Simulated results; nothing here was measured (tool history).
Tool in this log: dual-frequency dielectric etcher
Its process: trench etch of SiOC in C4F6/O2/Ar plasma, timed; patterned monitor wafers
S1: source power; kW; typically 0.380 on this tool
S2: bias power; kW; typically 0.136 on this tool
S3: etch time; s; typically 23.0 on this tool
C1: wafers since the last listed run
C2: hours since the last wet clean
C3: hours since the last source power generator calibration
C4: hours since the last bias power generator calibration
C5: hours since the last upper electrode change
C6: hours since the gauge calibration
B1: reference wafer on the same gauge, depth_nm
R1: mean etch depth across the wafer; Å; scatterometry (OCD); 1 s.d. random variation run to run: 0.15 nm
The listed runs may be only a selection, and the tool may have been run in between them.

| run | day | S1 | S2 | S3 | C1 | C2 | C3 | C4 | C5 | C6 | B1 | R1 |
|---|---|---|---|---|---|---|---|---|---|---|---|---|
| 1 | 0.000 | 0.450 | 0.136 | 19.0 | 0 | 377.7 | 1185.8 | 3325.0 | 0.5 | 469.8 | 39.41 | 397.8 |
| 2 | 2.467 | 0.450 | 0.136 | 19.0 | 448 | 436.9 | 1245.0 | 3384.2 | 59.7 | 529.0 | 39.41 | 400.5 |
|  | 4.700 | wet clean of the chamber |
| 3 | 4.925 | 0.380 | 0.160 | 23.0 | 265 | 5.4 | 1304.0 | 3443.2 | 118.7 | 588.0 | 39.42 | 465.1 |
| 4 | 6.638 | 0.380 | 0.136 | 23.0 | 311 | 46.5 | 1345.1 | 3484.3 | 159.8 | 629.1 | 39.38 | 441.6 |
| 5 | 9.217 | 0.380 | 0.136 | 23.0 | 469 | 108.4 | 1407.0 | 3546.2 | 221.7 | 691.0 | 39.39 | 443.6 |
|  | 12.108 | bias power generator calibrated |
| 6 | 12.129 | 0.380 | 0.136 | 23.0 | 499 | 178.3 | 1476.9 | 0.5 | 291.6 | 760.9 | 39.40 | 446.2 |
| 7 | 17.712 | 0.380 | 0.136 | 18.5 | 1015 | 312.3 | 1610.9 | 134.5 | 425.6 | 894.9 | 39.42 | 364.3 |
| 8 | 19.429 | 0.380 | 0.136 | 16.5 | 312 | 353.5 | 1652.1 | 175.7 | 466.8 | 936.1 | 39.41 | 325.8 |
|  | 23.329 | wet clean of the chamber |
| 9 | 23.350 | 0.380 | 0.136 | 23.0 | 531 | 0.5 | 1746.2 | 269.8 | 560.9 | 1030.2 | 39.37 | 440.4 |
| 10 | 24.379 | 0.420 | 0.136 | 25.0 | 187 | 25.2 | 1770.9 | 294.5 | 585.6 | 1054.9 | 39.40 | 501.3 |
| 11 | 26.600 | 0.380 | 0.168 | 16.5 | 403 | 78.5 | 1824.2 | 347.8 | 638.9 | 1108.2 | 39.43 | 339.9 |
| 12 | 33.600 | 0.450 | 0.136 | 19.0 | 1273 | 246.5 | 1992.2 | 515.8 | 806.9 | 1276.2 | 39.43 | 395.4 |
| 13 | 36.538 | 0.470 | 0.155 | 23.0 | 534 | 317.0 | 2062.7 | 586.3 | 877.4 | 1346.7 | 39.39 | 513.2 |
| 14 | 37.625 | 0.380 | 0.136 | 23.0 | 197 | 343.1 | 2088.8 | 612.4 | 903.5 | 1372.8 | 39.39 | 457.5 |
| 15 | 40.554 | 0.340 | 0.123 | 20.0 | 532 | 413.4 | 2159.1 | 682.7 | 973.8 | 1443.1 | 39.42 | 372.9 |
| 16 | 41.821 | 0.350 | 0.136 | 20.0 | 230 | 443.8 | 2189.5 | 713.1 | 1004.2 | 1473.5 | 39.42 | 389.6 |
|  | 43.612 | gauge calibrated |
|  | 44.333 | wet clean of the chamber |
| 17 | 44.354 | 0.380 | 0.136 | 21.0 | 278 | 0.5 | 2250.3 | 773.9 | 1065.0 | 17.8 | 39.36 | 403.9 |
| 18 | 45.083 | 0.450 | 0.108 | 18.5 | 132 | 18.0 | 2267.8 | 791.4 | 1082.5 | 35.3 | 39.36 | 354.8 |
|  | 46.179 | source power generator calibrated |
| 19 | 47.162 | 0.380 | 0.136 | 23.0 | 347 | 67.9 | 23.6 | 841.3 | 1132.4 | 85.2 | 39.41 | 437.3 |
| 20 | 48.312 | 0.280 | 0.158 | 23.0 | 209 | 95.5 | 51.2 | 868.9 | 1160.0 | 112.8 | 39.40 | 412.1 |
| 21 | 49.600 | 0.330 | 0.112 | 25.0 | 234 | 126.4 | 82.1 | 899.8 | 1190.9 | 143.7 | 39.43 | 427.8 |
| 22 | 52.325 | 0.380 | 0.168 | 16.5 | 495 | 191.8 | 147.5 | 965.2 | 1256.3 | 209.1 | 39.45 | 340.0 |
| 23 | 53.692 | 0.450 | 0.108 | 18.5 | 248 | 224.6 | 180.3 | 998.0 | 1289.1 | 241.9 | 39.41 | 349.6 |
| 24 | 55.442 | 0.420 | 0.136 | 23.0 | 318 | 266.6 | 222.3 | 1040.0 | 1331.1 | 283.9 | 39.37 | 457.3 |
| 25 | 57.879 | 0.380 | 0.136 | 23.0 | 443 | 325.1 | 280.8 | 1098.5 | 1389.6 | 342.4 | 39.44 | 444.0 |
| 26 | 59.604 | 0.380 | 0.114 | 27.0 | 313 | 366.5 | 322.2 | 1139.9 | 1431.0 | 383.8 | 39.42 | 493.9 |
| 27 | 61.296 | 0.380 | 0.136 | 23.0 | 307 | 407.1 | 362.8 | 1180.5 | 1471.6 | 424.4 | 39.42 | 445.9 |
|  | 62.654 | wet clean of the chamber |
| 28 | 63.088 | 0.300 | 0.122 | 18.5 | 144 | 10.4 | 405.8 | 1223.5 | 1514.6 | 467.4 | 39.39 | 310.7 |
| 29 | 64.371 | 0.380 | 0.136 | 23.0 | 233 | 41.2 | 436.6 | 1254.3 | 1545.4 | 498.2 | 39.39 | 435.0 |
| 30 | 66.283 | 0.380 | 0.170 | 17.5 | 347 | 87.1 | 482.5 | 1300.2 | 1591.3 | 544.1 | 39.44 | 356.4 |

Results per run with the tool's hidden condition removed, run-to-run variation unchanged:
Unlogged tool condition in this case: etch rate over this chamber's usual, %; source power that arrives over what is set, %; bias power that arrives over what is set, %; gauge reads high (%).
| run | R1 |
|---|---|
| 1 | 381.8 |
| 2 | 382.4 |
| 3 | 460.9 |
| 4 | 435.9 |
| 5 | 435.4 |
| 6 | 435.0 |
| 7 | 350.8 |
| 8 | 312.5 |
| 9 | 433.9 |
| 10 | 492.6 |
| 11 | 332.4 |
| 12 | 380.4 |
| 13 | 490.4 |
| 14 | 436.1 |
| 15 | 353.0 |
| 16 | 367.8 |
| 17 | 398.0 |
| 18 | 348.9 |
| 19 | 438.3 |
| 20 | 412.0 |
| 21 | 426.7 |
| 22 | 337.2 |
| 23 | 345.8 |
| 24 | 450.8 |
| 25 | 435.5 |
| 26 | 482.8 |
| 27 | 434.4 |
| 28 | 312.5 |
| 29 | 436.3 |
| 30 | 356.0 |
